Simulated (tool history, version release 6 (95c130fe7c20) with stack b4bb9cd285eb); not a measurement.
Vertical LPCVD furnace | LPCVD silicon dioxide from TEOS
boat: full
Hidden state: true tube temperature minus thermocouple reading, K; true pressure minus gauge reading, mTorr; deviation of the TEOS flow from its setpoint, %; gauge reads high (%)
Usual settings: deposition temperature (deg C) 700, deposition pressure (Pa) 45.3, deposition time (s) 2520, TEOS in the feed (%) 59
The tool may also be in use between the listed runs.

| run | hour | deposition temperature (deg C) | deposition pressure (Pa) | deposition time (s) | TEOS in the feed (%) | wafers since the last listed run | hours since the last temperature calibration | hours since the pressure gauge was zeroed | hours since the TEOS flow controller was replaced | hours since the gauge calibration | read-back reference wafer on the same gauge, thickness | film thickness on the monitor wafer in the middle of the boat (angstrom) |
|---|---|---|---|---|---|---|---|---|---|---|---|---|
| 1 | 0 | 700 | 45.3 | 2520 | 59 | 0 | 1938.5 | 5089.3 | 3434.9 | 97.4 | 313.1 | 3063.7 |
| 2 | 23.4 | 705 | 45.3 | 2520 | 59 | 240 | 1961.9 | 5112.7 | 3458.3 | 120.8 | 313.07 | 3443.2 |
| 3 | 52.2 | 705 | 45.3 | 2520 | 59 | 296 | 1990.7 | 5141.5 | 3487.1 | 149.6 | 312.96 | 3456.5 |
| 4 | 86.6 | 700 | 45.3 | 2520 | 59 | 354 | 2025.1 | 5175.9 | 3521.5 | 184 | 312.85 | 3079.8 |
| 5 | 115.8 | 700 | 45.3 | 2520 | 59 | 300 | 2054.3 | 5205.1 | 3550.7 | 213.2 | 313.13 | 3095.6 |
| 6 | 133.1 | 700 | 45.3 | 2520 | 59 | 178 | 2071.6 | 5222.4 | 3568 | 230.5 | 312.87 | 3085.9 |
| 7 | 166.6 | 700 | 45.3 | 2520 | 59 | 344 | 2105.1 | 5255.9 | 3601.5 | 264 | 312.75 | 3100.7 |
| 8 | 182.2 | 700 | 45.3 | 2520 | 59 | 160 | 2120.7 | 5271.5 | 3617.1 | 279.6 | 313.15 | 3095.7 |
|  | 220.7 | gauge calibrated |
|  | 228.3 | TEOS flow controller replaced |
| 9 | 228.8 | 700 | 52 | 2520 | 59 | 232 | 2167.3 | 5318.1 | 0.5 | 8.1 | 312.92 | 3341.4 |
| 10 | 237.5 | 700 | 45.3 | 1680 | 47 | 89 | 2176 | 5326.8 | 9.2 | 16.8 | 312.82 | 1851 |
| 11 | 268.6 | 700 | 50 | 2520 | 59 | 320 | 2207.1 | 5357.9 | 40.3 | 47.9 | 313.07 | 3280.5 |
|  | 317.4 | thermocouples replaced and temperature profile calibrated |
|  | 319.4 | pressure gauge zeroed |
| 12 | 319.9 | 692 | 56.7 | 2880 | 68 | 261 | 2.5 | 0.5 | 91.6 | 99.2 | 312.96 | 3249.7 |
| 13 | 324.4 | 700 | 35.3 | 2520 | 59 | 46 | 7 | 5 | 96.1 | 103.7 | 312.93 | 2517.6 |
| 14 | 331.6 | 694 | 45.3 | 2520 | 51 | 74 | 14.2 | 12.2 | 103.3 | 110.9 | 313.07 | 2307.3 |
| 15 | 348.8 | 700 | 45.3 | 2520 | 59 | 177 | 31.4 | 29.4 | 120.5 | 128.1 | 313.07 | 2849.2 |
| 16 | 371.4 | 700 | 45.3 | 3450 | 51 | 232 | 54 | 52 | 143.1 | 150.7 | 312.9 | 3646.1 |
| 17 | 406.8 | 700 | 45.3 | 2520 | 59 | 364 | 89.4 | 87.4 | 178.5 | 186.1 | 313 | 2866.9 |

4 ways to go on from here, each from the tool as it stands after run 17. What would each give?
| A | 411.4 | 700 | 45.3 | 2520 | 59 | 47 | 94 | 92 | 183.1 | 190.7 | ? | ? |
| B | 411.4 | 700 | 38 | 2520 | 59 | 47 | 94 | 92 | 183.1 | 190.7 | ? | ? |
| C | 411.4 | 693 | 45.3 | 2520 | 59 | 47 | 94 | 92 | 183.1 | 190.7 | ? | ? |
| D | 411.4 | 700 | 45.3 | 1560 | 66 | 47 | 94 | 92 | 183.1 | 190.7 | ? | ? |

| run | read-back reference wafer on the same gauge, thickness | film thickness on the monitor wafer in the middle of the boat (angstrom) |
|---|---|---|
| A | 313.32 | 2854.4 |
| B | 313.32 | 2613.4 |
| C | 313.32 | 2422.7 |
| D | 313.32 | 1868.9 |
Without the tool's hidden state the same runs would have given:
| run | film thickness on the monitor wafer in the middle of the boat (angstrom) |
|---|---|
| A | 2852.4 |
| B | 2611.5 |
| C | 2420.9 |
| D | 1867.6 |
